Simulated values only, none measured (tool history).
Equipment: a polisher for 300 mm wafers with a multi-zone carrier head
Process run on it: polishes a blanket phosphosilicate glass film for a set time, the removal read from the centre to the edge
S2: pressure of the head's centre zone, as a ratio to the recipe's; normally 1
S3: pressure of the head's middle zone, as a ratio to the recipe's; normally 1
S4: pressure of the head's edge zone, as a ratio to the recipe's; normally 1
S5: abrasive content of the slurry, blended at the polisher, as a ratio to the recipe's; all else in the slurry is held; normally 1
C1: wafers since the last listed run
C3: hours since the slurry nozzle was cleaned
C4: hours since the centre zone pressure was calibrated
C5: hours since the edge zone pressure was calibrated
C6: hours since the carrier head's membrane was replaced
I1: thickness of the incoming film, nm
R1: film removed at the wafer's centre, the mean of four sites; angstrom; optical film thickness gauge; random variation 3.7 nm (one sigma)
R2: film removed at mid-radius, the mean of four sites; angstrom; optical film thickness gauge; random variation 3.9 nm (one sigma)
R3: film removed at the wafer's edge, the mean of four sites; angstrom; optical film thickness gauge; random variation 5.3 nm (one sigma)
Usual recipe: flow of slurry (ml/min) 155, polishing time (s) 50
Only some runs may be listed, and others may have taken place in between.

run 1 day=0 | flow_of_slurry_(ml/min)=155 S2=1 S3=1 S4=1 S5=1 polishing_time_(s)=50 | C1=0 wafers_polished_on_this_pad=683 C3=182.8 C4=50.5 C5=1194.5 C6=1588.3 | I1=3835.7 | R1=4443 R2=4390 R3=4234
-- day=2.138 edge zone pressure recalibrated
run 2 day=2.767 | flow_of_slurry_(ml/min)=155 S2=1 S3=1 S4=1 S5=1 polishing_time_(s)=50 | C1=441 wafers_polished_on_this_pad=1125 C3=249.2 C4=116.9 C5=15.1 C6=1654.7 | I1=3894.3 | R1=4170 R2=4165 R3=4126
run 3 day=3.658 | flow_of_slurry_(ml/min)=155 S2=1 S3=1 S4=1 S5=1 polishing_time_(s)=50 | C1=146 wafers_polished_on_this_pad=1272 C3=270.6 C4=138.3 C5=36.5 C6=1676.1 | I1=3811 | R1=4027 R2=4060 R3=3974
-- day=4.492 worn pad replaced by a new one
run 4 day=4.512 | flow_of_slurry_(ml/min)=155 S2=1 S3=1 S4=1 S5=1 polishing_time_(s)=50 | C1=113 wafers_polished_on_this_pad=3 C3=291.1 C4=158.8 C5=57 C6=1696.6 | I1=3859.1 | R1=4497 R2=4505 R3=4395
-- day=4.983 slurry nozzle cleaned
run 5 day=5.25 | flow_of_slurry_(ml/min)=155 S2=0.96 S3=1.06 S4=1 S5=1 polishing_time_(s)=50 | C1=114 wafers_polished_on_this_pad=118 C3=6.4 C4=176.5 C5=74.7 C6=1714.3 | I1=3872.6 | R1=4230 R2=4665 R3=4309
run 6 day=5.967 | flow_of_slurry_(ml/min)=155 S2=1 S3=1 S4=1 S5=1 polishing_time_(s)=50 | C1=117 wafers_polished_on_this_pad=236 C3=23.6 C4=193.7 C5=91.9 C6=1731.5 | I1=3839.3 | R1=4481 R2=4402 R3=4407
run 7 day=6.475 | flow_of_slurry_(ml/min)=155 S2=1 S3=1 S4=1.08 S5=1.1 polishing_time_(s)=35 | C1=83 wafers_polished_on_this_pad=319 C3=35.8 C4=205.9 C5=104.1 C6=1743.7 | I1=3910.1 | R1=3276 R2=3167 R3=3185
run 8 day=7.529 | flow_of_slurry_(ml/min)=185 S2=1 S3=1 S4=1 S5=1 polishing_time_(s)=50 | C1=173 wafers_polished_on_this_pad=493 C3=61.1 C4=231.2 C5=129.4 C6=1769 | I1=3824.6 | R1=4506 R2=4517 R3=4454
run 9 day=8.7 | flow_of_slurry_(ml/min)=195 S2=1.09 S3=1 S4=1 S5=1 polishing_time_(s)=50 | C1=192 wafers_polished_on_this_pad=686 C3=89.2 C4=259.3 C5=157.5 C6=1797.1 | I1=3864.4 | R1=4782 R2=4474 R3=4293
run 10 day=10.183 | flow_of_slurry_(ml/min)=155 S2=1 S3=1 S4=0.91 S5=1 polishing_time_(s)=50 | C1=244 wafers_polished_on_this_pad=930 C3=124.8 C4=294.9 C5=193.1 C6=1832.7 | I1=3878.3 | R1=4198 R2=4152 R3=3916
-- day=11.388 worn pad replaced by a new one
-- day=11.479 centre zone pressure recalibrated
run 11 day=11.667 | flow_of_slurry_(ml/min)=155 S2=1 S3=1 S4=1 S5=0.9 polishing_time_(s)=41 | C1=203 wafers_polished_on_this_pad=32 C3=160.4 C4=4.5 C5=228.7 C6=1868.3 | I1=3804.4 | R1=3596 R2=3512 R3=3456
-- day=12.042 carrier head's membrane replaced by a new one
run 12 day=12.471 | flow_of_slurry_(ml/min)=155 S2=1 S3=1 S4=1 S5=0.8 polishing_time_(s)=50 | C1=98 wafers_polished_on_this_pad=130 C3=179.7 C4=23.8 C5=248 C6=10.3 | I1=3854 | R1=4143 R2=4171 R3=3987
-- day=15.55 slurry nozzle cleaned
run 13 day=15.925 | flow_of_slurry_(ml/min)=155 S2=1 S3=1 S4=1.1 S5=1 polishing_time_(s)=50 | C1=561 wafers_polished_on_this_pad=692 C3=9 C4=106.7 C5=330.9 C6=93.2 | I1=3878.7 | R1=4397 R2=4359 R3=4502
run 14 day=17.421 | flow_of_slurry_(ml/min)=155 S2=1 S3=1.1 S4=1 S5=0.85 polishing_time_(s)=50 | C1=246 wafers_polished_on_this_pad=938 C3=44.9 C4=142.6 C5=366.8 C6=129.1 | I1=3941.5 | R1=3958 R2=4261 R3=3841
run 15 day=18.35 | flow_of_slurry_(ml/min)=155 S2=1 S3=1 S4=1 S5=1 polishing_time_(s)=50 | C1=152 wafers_polished_on_this_pad=1091 C3=67.2 C4=164.9 C5=389.1 C6=151.4 | I1=3918.2 | R1=4134 R2=4126 R3=4088
run 16 day=18.971 | flow_of_slurry_(ml/min)=155 S2=1 S3=1 S4=1 S5=1 polishing_time_(s)=50 | C1=102 wafers_polished_on_this_pad=1193 C3=82.1 C4=179.8 C5=404 C6=166.3 | I1=3894 | R1=4053 R2=4100 R3=4056
-- day=19.171 worn pad replaced by a new one
run 17 day=20.429 | flow_of_slurry_(ml/min)=155 S2=0.96 S3=1 S4=1.05 S5=1.1 polishing_time_(s)=50 | C1=212 wafers_polished_on_this_pad=207 C3=117.1 C4=214.8 C5=439 C6=201.3 | I1=3887.2 | R1=4566 R2=4666 R3=4655
run 18 day=21.067 | flow_of_slurry_(ml/min)=155 S2=1 S3=0.96 S4=1 S5=1 polishing_time_(s)=50 | C1=104 wafers_polished_on_this_pad=312 C3=132.4 C4=230.1 C5=454.3 C6=216.6 | I1=3895.7 | R1=4457 R2=4293 R3=4348
run 19 day=24.933 | flow_of_slurry_(ml/min)=155 S2=1.07 S3=1.1 S4=0.92 S5=1 polishing_time_(s)=45 | C1=636 wafers_polished_on_this_pad=949 C3=225.2 C4=322.9 C5=547.1 C6=309.4 | I1=3878.7 | R1=4077 R2=4126 R3=3674
run 20 day=25.879 | flow_of_slurry_(ml/min)=155 S2=1 S3=1 S4=1 S5=1 polishing_time_(s)=50 | C1=155 wafers_polished_on_this_pad=1104 C3=247.9 C4=345.6 C5=569.8 C6=332.1 | I1=3826.5 | R1=4188 R2=4119 R3=4069
-- day=26.392 centre zone pressure recalibrated
-- day=26.929 worn pad replaced by a new one
-- day=27.133 slurry nozzle cleaned
run 21 day=27.321 | flow_of_slurry_(ml/min)=155 S2=1 S3=1 S4=1 S5=1 polishing_time_(s)=50 | C1=189 wafers_polished_on_this_pad=57 C3=4.5 C4=22.3 C5=604.4 C6=366.7 | I1=3929.4 | R1=4545 R2=4453 R3=4387
run 22 day=28.321 | flow_of_slurry_(ml/min)=155 S2=1 S3=1 S4=0.91 S5=1 polishing_time_(s)=50 | C1=164 wafers_polished_on_this_pad=222 C3=28.5 C4=46.3 C5=628.4 C6=390.7 | I1=3861.3 | R1=4489 R2=4390 R3=4178

Predict each of these 3 candidate next runs independently; none follows another, all start after run 22:
run A day=28.338 | flow_of_slurry_(ml/min)=155 S2=1 S3=1 S4=1 S5=1 polishing_time_(s)=50 | C1=2 wafers_polished_on_this_pad=225 C3=28.9 C4=46.7 C5=628.8 C6=391.1 | I1=3837.6 | R1=? R2=? R3=?
run B day=28.338 | flow_of_slurry_(ml/min)=110 S2=1 S3=0.95 S4=1 S5=1.25 polishing_time_(s)=41 | C1=2 wafers_polished_on_this_pad=225 C3=28.9 C4=46.7 C5=628.8 C6=391.1 | I1=3837.6 | R1=? R2=? R3=?
run C day=28.338 | flow_of_slurry_(ml/min)=155 S2=1 S3=1.12 S4=1 S5=1 polishing_time_(s)=50 | C1=2 wafers_polished_on_this_pad=225 C3=28.9 C4=46.7 C5=628.8 C6=391.1 | I1=3837.6 | R1=? R2=? R3=?

run=A R1=4434 R2=4490 R3=4489
run=B R1=3733 R2=3649 R3=3863
run=C R1=4438 R2=4936 R3=4481
What these runs would have given with no unlogged condition in the tool:
run=A R1=4485 R2=4541 R3=4540
run=B R1=3775 R2=3691 R3=3907
run=C R1=4489 R2=4992 R3=4533
